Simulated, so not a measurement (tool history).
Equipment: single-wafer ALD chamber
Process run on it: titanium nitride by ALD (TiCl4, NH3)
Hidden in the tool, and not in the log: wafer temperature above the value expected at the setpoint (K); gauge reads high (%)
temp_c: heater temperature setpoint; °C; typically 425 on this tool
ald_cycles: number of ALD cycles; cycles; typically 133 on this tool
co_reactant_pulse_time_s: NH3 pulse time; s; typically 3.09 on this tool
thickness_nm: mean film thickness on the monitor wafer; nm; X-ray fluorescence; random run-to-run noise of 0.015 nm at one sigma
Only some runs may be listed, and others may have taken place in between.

run	hour	temp_c	ald_cycles	co_reactant_pulse_time_s	wafers since the last listed run	hours since the last thermocouple change	hours since the showerhead was replaced	hours since the gauge calibration	read-back reference wafer on the same gauge, thickness_nm	thickness_nm
1	0.0	425	114	3.09	0	791.3	5846.2	797.9	2.716	2.663
2	81.1	425	114	3.09	192	872.4	5927.3	879.0	2.716	2.674
3	131.4	425	133	3.09	119	922.7	5977.6	929.3	2.721	3.112
4	199.4	425	133	3.09	161	990.7	6045.6	997.3	2.719	3.111
5	286.3	425	140	3.09	206	1077.6	6132.5	1084.2	2.722	3.302
6	332.3	425	140	3.09	109	1123.6	6178.5	1130.2	2.723	3.265
7	410.2	425	133	3.09	184	1201.5	6256.4	1208.1	2.726	3.139
8	511.9	425	133	3.09	241	1303.2	6358.1	1309.8	2.729	3.089
9	593.2	425	133	2.82	193	1384.5	6439.4	1391.1	2.729	3.127
10	677.3	425	133	2.82	199	1468.6	6523.5	1475.2	2.728	3.114
11	784.5	425	133	3.71	254	1575.8	6630.7	1582.4	2.735	3.133
12	884.2	425	133	3.09	236	1675.5	6730.4	1682.1	2.736	3.157
13	984.1	425	133	3.09	237	1775.4	6830.3	1782.0	2.738	3.145
14	1080.7	425	133	3.09	229	1872.0	6926.9	1878.6	2.740	3.140
# hour 1288.3: thermocouple changed; heater temperature recalibrated
15	1372.4	425	133	3.09	673	84.1	7218.6	2170.3	2.749	3.145
16	1458.6	425	133	2.34	204	170.3	7304.8	2256.5	2.755	3.155
17	1563.7	421	123	4.23	249	275.4	7409.9	2361.6	2.756	2.921
18	1660.0	425	119	3.09	228	371.7	7506.2	2457.9	2.758	2.833
19	1742.7	425	112	2.37	196	454.4	7588.9	2540.6	2.764	2.661
20	1803.9	425	133	2.21	145	515.6	7650.1	2601.8	2.770	3.159
21	1872.5	425	133	3.09	162	584.2	7718.7	2670.4	2.772	3.177
22	1948.0	440	133	3.45	179	659.7	7794.2	2745.9	2.776	3.154
# hour 2033.1: showerhead replaced
23	2033.6	425	133	2.28	184	745.3	0.5	2831.5	2.781	3.137
24	2089.6	425	133	3.09	132	801.3	56.5	2887.5	2.778	3.177
25	2252.5	425	133	2.01	386	964.2	219.4	3050.4	2.788	3.128
26	2305.2	429	133	4.27	125	1016.9	272.1	3103.1	2.787	3.236
27	2409.0	417	115	2.16	246	1120.7	375.9	3206.9	2.795	2.729
28	2484.6	415	120	2.46	179	1196.3	451.5	3282.5	2.795	2.861
# hour 2552.7: gauge calibrated
29	2584.3	430	133	3.09	236	1296.0	551.2	31.6	2.725	3.140
30	2652.1	431	147	2.07	160	1363.8	619.0	99.4	2.727	3.413
31	2744.9	425	133	3.09	220	1456.6	711.8	192.2	2.731	3.133
32	2852.3	430	120	2.10	254	1564.0	819.2	299.6	2.731	2.781
33	2919.2	418	140	3.09	158	1630.9	886.1	366.5	2.728	3.265
34	2968.3	437	133	3.09	116	1680.0	935.2	415.6	2.727	3.119
# hour 3031.8: thermocouple changed; heater temperature recalibrated
35	3075.5	437	153	3.09	235	43.7	1042.4	522.8	2.734	3.561
36	3143.4	425	133	3.09	161	111.6	1110.3	590.7	2.734	3.120
37	3220.8	425	133	2.54	183	189.0	1187.7	668.1	2.730	3.094
38	3287.9	421	133	4.20	159	256.1	1254.8	735.2	2.735	3.146
39	3400.5	431	147	2.07	267	368.7	1367.4	847.8	2.731	3.429

Forecast each of these 4 alternatives for the next run:
A	3401.2	425	117	3.09	1	369.4	1368.1	848.5	?	?
B	3401.2	425	112	3.83	1	369.4	1368.1	848.5	?	?
C	3401.2	437	145	3.09	1	369.4	1368.1	848.5	?	?
D	3401.2	417	145	3.54	1	369.4	1368.1	848.5	?	?

run	read-back reference wafer on the same gauge, thickness_nm	thickness_nm
A	2.729	2.765
B	2.729	2.659
C	2.729	3.420
D	2.729	3.433
Without the tool's unlogged condition, the same runs would have read:
run	thickness_nm
A	2.761
B	2.655
C	3.415
D	3.428
